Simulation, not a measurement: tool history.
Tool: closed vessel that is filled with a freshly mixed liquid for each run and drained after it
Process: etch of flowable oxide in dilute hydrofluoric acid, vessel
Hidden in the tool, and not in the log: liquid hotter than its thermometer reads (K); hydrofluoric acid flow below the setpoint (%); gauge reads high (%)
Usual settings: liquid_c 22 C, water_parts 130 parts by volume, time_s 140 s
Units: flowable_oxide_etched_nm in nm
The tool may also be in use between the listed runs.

run    hour  liquid_c  water_parts  time_s  wafers since the last listed run  hours since the thermometer was replaced  hours since the hydrofluoric acid flow meter was replaced  hours since the gauge calibration  read-back film thickness of the flowable oxide reference wafer, read on the same gauge (nm)  flowable_oxide_etched_nm
  1       0      18.5          130     165                                 0                                     807.2                                                     1887.7                              376.1                                                                                       149.84                     26.84
  2    68.6      18.5          130     140                              4393                                     875.8                                                     1956.3                              444.7                                                                                        149.5                     22.88
  3   150.9      18.5          130     140                              5270                                     958.1                                                     2038.6                                527                                                                                       149.08                     22.58
  4   197.1        22          130     140                              2958                                    1004.3                                                     2084.8                              573.2                                                                                       148.77                      26.2
  5   235.1        22           95     140                              2433                                    1042.3                                                     2122.8                              611.2                                                                                       148.48                     37.41
  6   333.2        22          100     140                              6282                                    1140.4                                                     2220.9                              709.3                                                                                       147.76                     34.76
      362.5  -- thermometer replaced
  7   388.4        22          100     140                              3471                                      25.9                                                     2276.1                              764.5                                                                                        147.3                     34.63
  8   489.6        22          130     140                              6481                                     127.1                                                     2377.3                              865.7                                                                                       146.39                     25.62
  9   526.5        22          130     140                              2363                                       164                                                     2414.2                              902.6                                                                                       146.01                     25.41
 10   576.2      17.5           75     140                              3183                                     213.7                                                     2463.9                              952.3                                                                                        145.5                     39.18
        654  -- hydrofluoric acid flow meter replaced
 11   683.7        22           95     140                              6820                                     321.2                                                       29.7                             1059.8                                                                                        144.3                     35.89
 12   756.5        22          130     140                              4662                                       394                                                      102.5                             1132.6                                                                                       143.38                     25.27
      809.5  -- gauge calibrated
 13   822.1        22          130     100                              4201                                     459.6                                                      168.1                               12.6                                                                                       149.83                      18.7
 14   906.4        22          130     140                              5399                                     543.9                                                      252.4                               96.9                                                                                       149.75                     26.21
 15   957.2      17.5           80     200                              3253                                     594.7                                                      303.2                              147.7                                                                                       149.74                     54.05
 16  1017.8        19          130     195                              3881                                     655.3                                                      363.8                              208.3                                                                                       149.58                     32.39
 17    1069      25.5          130     195                              3279                                     706.5                                                        415                              259.5                                                                                       149.45                     41.82
 18  1122.5      20.5          145      90                              3426                                       760                                                      468.5                                313                                                                                       149.29                     13.94
 19  1186.2        26          130     215                              4079                                     823.7                                                      532.2                              376.7                                                                                       149.04                     47.16

Forecast each of these 5 alternatives for the next run:
  A  1186.9        22          150     140                                44                                     824.4                                                      532.9                              377.4                                                                                            ?                         ?
  B  1186.9      18.5          160     200                                44                                     824.4                                                      532.9                              377.4                                                                                            ?                         ?
  C  1186.9        19          180      65                                44                                     824.4                                                      532.9                              377.4                                                                                            ?                         ?
  D  1186.9        22          180     140                                44                                     824.4                                                      532.9                              377.4                                                                                            ?                         ?
  E  1186.9        25          130      90                                44                                     824.4                                                      532.9                              377.4                                                                                            ?                         ?

run  read-back film thickness of the flowable oxide reference wafer, read on the same gauge (nm)  flowable_oxide_etched_nm
  A                                                                                       149.02                     22.35
  B                                                                                       149.02                     25.79
  C                                                                                       149.02                      7.45
  D                                                                                       149.02                     18.04
  E                                                                                       149.02                     19.05
Without the tool's hidden state the same runs would have given:
run  flowable_oxide_etched_nm
  A                      22.5
  B                     25.96
  C                       7.5
  D                     18.16
  E                     19.18

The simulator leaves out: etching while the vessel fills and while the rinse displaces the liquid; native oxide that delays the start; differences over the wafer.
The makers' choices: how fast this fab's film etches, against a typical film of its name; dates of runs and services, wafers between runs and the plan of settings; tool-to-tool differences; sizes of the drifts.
